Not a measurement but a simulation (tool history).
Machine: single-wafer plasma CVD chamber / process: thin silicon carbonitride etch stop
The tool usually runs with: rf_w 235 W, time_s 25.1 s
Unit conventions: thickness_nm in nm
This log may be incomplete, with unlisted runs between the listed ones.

| run | hour | rf_w | time_s | wafers since the last listed run | hours since the last thermocouple change | hours since the last RF generator calibration | hours since the showerhead was replaced | hours since the gauge calibration | read-back reference wafer on the same gauge, thickness_nm | thickness_nm |
|---|---|---|---|---|---|---|---|---|---|---|
| 1 | 0.0 | 235 | 25.1 | 0 | 1769.0 | 1485.5 | 2434.9 | 486.7 | 16.603 | 14.099 |
| 2 | 29.7 | 235 | 25.1 | 579 | 1798.7 | 1515.2 | 2464.6 | 516.4 | 16.600 | 14.107 |
| 3 | 54.3 | 200 | 25.1 | 480 | 1823.3 | 1539.8 | 2489.2 | 541.0 | 16.598 | 13.446 |
| 4 | 88.5 | 235 | 21.4 | 667 | 1857.5 | 1574.0 | 2523.4 | 575.2 | 16.600 | 12.021 |
| 5 | 103.3 | 235 | 21.4 | 288 | 1872.3 | 1588.8 | 2538.2 | 590.0 | 16.603 | 12.058 |
| 6 | 131.1 | 265 | 21.8 | 542 | 1900.1 | 1616.6 | 2566.0 | 617.8 | 16.602 | 12.691 |
| 7 | 146.4 | 235 | 25.1 | 298 | 1915.4 | 1631.9 | 2581.3 | 633.1 | 16.596 | 14.107 |
| 8 | 169.3 | 235 | 25.1 | 447 | 1938.3 | 1654.8 | 2604.2 | 656.0 | 16.595 | 14.087 |
| 9 | 275.4 | 235 | 25.1 | 2071 | 2044.4 | 1760.9 | 2710.3 | 762.1 | 16.597 | 14.061 |
| 10 | 309.9 | 235 | 25.1 | 673 | 2078.9 | 1795.4 | 2744.8 | 796.6 | 16.597 | 14.078 |
|  | 327.8 | gauge calibrated |
| 11 | 337.1 | 250 | 25.1 | 530 | 2106.1 | 1822.6 | 2772.0 | 9.3 | 16.604 | 14.331 |
|  | 356.9 | showerhead replaced |
| 12 | 357.4 | 235 | 25.1 | 240 | 2126.4 | 1842.9 | 0.5 | 29.6 | 16.594 | 14.066 |
| 13 | 389.7 | 235 | 25.1 | 630 | 2158.7 | 1875.2 | 32.8 | 61.9 | 16.600 | 14.057 |
| 14 | 415.3 | 235 | 25.1 | 499 | 2184.3 | 1900.8 | 58.4 | 87.5 | 16.601 | 14.050 |
| 15 | 449.9 | 235 | 25.1 | 675 | 2218.9 | 1935.4 | 93.0 | 122.1 | 16.605 | 14.044 |
| 16 | 480.4 | 235 | 25.1 | 595 | 2249.4 | 1965.9 | 123.5 | 152.6 | 16.608 | 14.041 |
| 17 | 508.5 | 235 | 28.6 | 548 | 2277.5 | 1994.0 | 151.6 | 180.7 | 16.597 | 15.978 |
| 18 | 529.6 | 235 | 25.1 | 411 | 2298.6 | 2015.1 | 172.7 | 201.8 | 16.601 | 14.012 |
| 19 | 550.3 | 275 | 22.5 | 404 | 2319.3 | 2035.8 | 193.4 | 222.5 | 16.596 | 13.139 |
| 20 | 575.7 | 235 | 25.1 | 495 | 2344.7 | 2061.2 | 218.8 | 247.9 | 16.593 | 13.982 |
|  | 595.7 | thermocouple changed; heater temperature recalibrated |
| 21 | 596.2 | 235 | 25.1 | 244 | 0.5 | 2081.7 | 239.3 | 268.4 | 16.593 | 14.005 |
| 22 | 623.7 | 250 | 23.8 | 536 | 28.0 | 2109.2 | 266.8 | 295.9 | 16.601 | 13.521 |
| 23 | 646.6 | 280 | 25.1 | 447 | 50.9 | 2132.1 | 289.7 | 318.8 | 16.606 | 14.760 |
|  | 672.3 | RF generator calibrated |
| 24 | 672.8 | 235 | 21.0 | 355 | 77.1 | 0.5 | 315.9 | 345.0 | 16.600 | 12.054 |
| 25 | 697.2 | 200 | 29.5 | 476 | 101.5 | 24.9 | 340.3 | 369.4 | 16.600 | 16.059 |
| 26 | 710.0 | 235 | 25.1 | 249 | 114.3 | 37.7 | 353.1 | 382.2 | 16.598 | 14.343 |
| 27 | 723.7 | 255 | 22.4 | 267 | 128.0 | 51.4 | 366.8 | 395.9 | 16.602 | 13.175 |
| 28 | 753.2 | 195 | 29.9 | 575 | 157.5 | 80.9 | 396.3 | 425.4 | 16.595 | 16.164 |
| 29 | 776.2 | 260 | 20.9 | 448 | 180.5 | 103.9 | 419.3 | 448.4 | 16.597 | 12.351 |
| 30 | 802.4 | 235 | 28.6 | 511 | 206.7 | 130.1 | 445.5 | 474.6 | 16.600 | 16.386 |
| 31 | 822.9 | 200 | 28.4 | 400 | 227.2 | 150.6 | 466.0 | 495.1 | 16.604 | 15.457 |
| 32 | 841.1 | 220 | 22.7 | 355 | 245.4 | 168.8 | 484.2 | 513.3 | 16.601 | 12.720 |

Results per run with the tool's hidden condition removed, run-to-run variation unchanged:
Unlogged tool condition in this case: wafer temperature above the value expected at the setpoint (K); delivered RF power above the setpoint (%); gauge reads high (%).
| run | thickness_nm |
|---|---|
| 1 | 14.379 |
| 2 | 14.394 |
| 3 | 13.724 |
| 4 | 12.275 |
| 5 | 12.316 |
| 6 | 12.966 |
| 7 | 14.416 |
| 8 | 14.401 |
| 9 | 14.394 |
| 10 | 14.419 |
| 11 | 14.684 |
| 12 | 14.416 |
| 13 | 14.413 |
| 14 | 14.411 |
| 15 | 14.412 |
| 16 | 14.414 |
| 17 | 16.409 |
| 18 | 14.394 |
| 19 | 13.502 |
| 20 | 14.373 |
| 21 | 14.400 |
| 22 | 13.908 |
| 23 | 15.188 |
| 24 | 12.067 |
| 25 | 16.082 |
| 26 | 14.366 |
| 27 | 13.198 |
| 28 | 16.198 |
| 29 | 12.380 |
| 30 | 16.431 |
| 31 | 15.504 |
| 32 | 12.761 |

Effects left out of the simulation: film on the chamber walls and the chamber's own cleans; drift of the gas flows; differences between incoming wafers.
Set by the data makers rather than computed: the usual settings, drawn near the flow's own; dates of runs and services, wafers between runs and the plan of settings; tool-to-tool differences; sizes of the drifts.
